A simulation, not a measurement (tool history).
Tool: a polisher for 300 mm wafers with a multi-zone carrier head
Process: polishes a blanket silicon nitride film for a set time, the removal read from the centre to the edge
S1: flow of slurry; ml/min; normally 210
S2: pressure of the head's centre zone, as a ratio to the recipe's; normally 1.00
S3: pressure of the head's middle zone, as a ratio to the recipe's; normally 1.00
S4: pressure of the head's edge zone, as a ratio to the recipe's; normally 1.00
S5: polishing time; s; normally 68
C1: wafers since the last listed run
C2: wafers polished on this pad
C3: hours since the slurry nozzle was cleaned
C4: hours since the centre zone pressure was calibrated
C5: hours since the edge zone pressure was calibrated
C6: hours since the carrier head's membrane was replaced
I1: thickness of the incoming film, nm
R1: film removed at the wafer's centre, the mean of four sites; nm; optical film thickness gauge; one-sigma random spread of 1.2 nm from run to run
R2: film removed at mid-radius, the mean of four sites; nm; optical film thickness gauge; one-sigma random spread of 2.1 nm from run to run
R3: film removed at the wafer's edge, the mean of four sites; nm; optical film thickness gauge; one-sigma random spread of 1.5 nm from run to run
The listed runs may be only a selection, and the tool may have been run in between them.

run    day   S1    S2    S3    S4  S5   C1   C2     C3     C4     C5     C6     I1     R1     R2     R3
  1  0.000  210  1.00  1.00  1.00  68    0  678  554.6  469.3  281.7  720.1  542.2  185.0  184.9  185.4
  2  0.525  210  1.00  1.00  1.00  68  112  790  567.2  481.9  294.3  732.7  534.4  183.8  184.2  185.5
  3  1.275  210  1.00  1.00  1.00  68  160  951  585.2  499.9  312.3  750.7  539.8  181.4  181.0  180.8
     1.733  -- worn pad replaced by a new one
  4  1.904  245  1.00  0.97  1.00  68   99   36  600.3  515.0  327.4  765.8  539.6  192.7  188.4  190.9
  5  2.504  245  1.00  0.97  1.00  68  128  164  614.7  529.4  341.8  780.2  540.5  188.8  192.0  192.6
  6  2.796  245  1.00  0.97  1.00  68   62  227  621.7  536.4  348.8  787.2  527.4  188.7  191.4  192.3
     3.392  -- edge zone pressure recalibrated
  7  3.412  210  1.00  1.00  0.91  68  114  341  636.5  551.2    0.5  802.0  541.3  186.3  189.2  180.7
  8  3.862  210  0.92  1.00  1.00  68   96  438  647.3  562.0   11.3  812.8  540.7  172.4  190.1  188.2
     4.200  -- centre zone pressure recalibrated
     4.333  -- slurry nozzle cleaned
  9  5.275  210  1.00  1.00  1.00  68  276  714   22.6   25.8   45.2  846.7  538.2  182.5  188.2  184.3
 10  5.579  245  1.00  0.97  1.00  68   65  779   29.9   33.1   52.5  854.0  547.7  185.3  183.0  185.2
 11  6.204  210  1.00  1.00  1.11  68  134  913   44.9   48.1   67.5  869.0  549.1  178.2  178.9  193.3
     6.638  -- worn pad replaced by a new one
     6.825  -- carrier head's membrane replaced by a new one
 12  6.892  210  1.00  1.00  1.00  57   71   14   61.4   64.6   84.0    1.6  541.3  155.8  160.1  157.2
 13  7.458  210  1.10  1.04  1.00  68  121  136   75.0   78.2   97.6   15.2  538.7  207.8  192.1  187.9
 14  7.808  270  0.92  1.00  1.00  86   75  211   83.4   86.6  106.0   23.6  537.6  222.1  247.5  240.5
 15  8.362  210  0.91  1.00  1.00  57  118  330   96.7   99.9  119.3   36.9  538.2  142.8  157.7  158.9
 16  8.888  150  1.00  1.05  1.05  46  112  442  109.3  112.5  131.9   49.5  539.1  121.3  126.2  125.5
 17  9.175  185  1.00  1.11  0.93  88   61  504  116.2  119.4  138.8   56.4  529.9  235.1  256.5  230.8

Some steps in R1, run to run, broken into two amounts with sign: the step expected even without the hidden condition (settings, incoming material, random variation), and the rest, left for the hidden condition together with whatever gauge scatter is not in both the measured and the hidden-condition-free result:
The hidden state here: removal rate lost through wear of the pad, %; slurry flow missing at the pad, %; deviation of the centre zone's pressure from its setpoint, %; deviation of the edge zone's pressure from its setpoint, %.
Run 3 -> 4: S1 210 -> 245, S3 1.00 -> 0.97, worn pad replaced by a new one. R1 +11.3 nm: hidden state +7.6, all else +3.7.
Run 16 -> 17: S1 150 -> 185, S3 1.05 -> 1.11, S4 1.05 -> 0.93, S5 46 -> 88. R1 +113.8 nm: hidden state -3.0, all else +116.8.
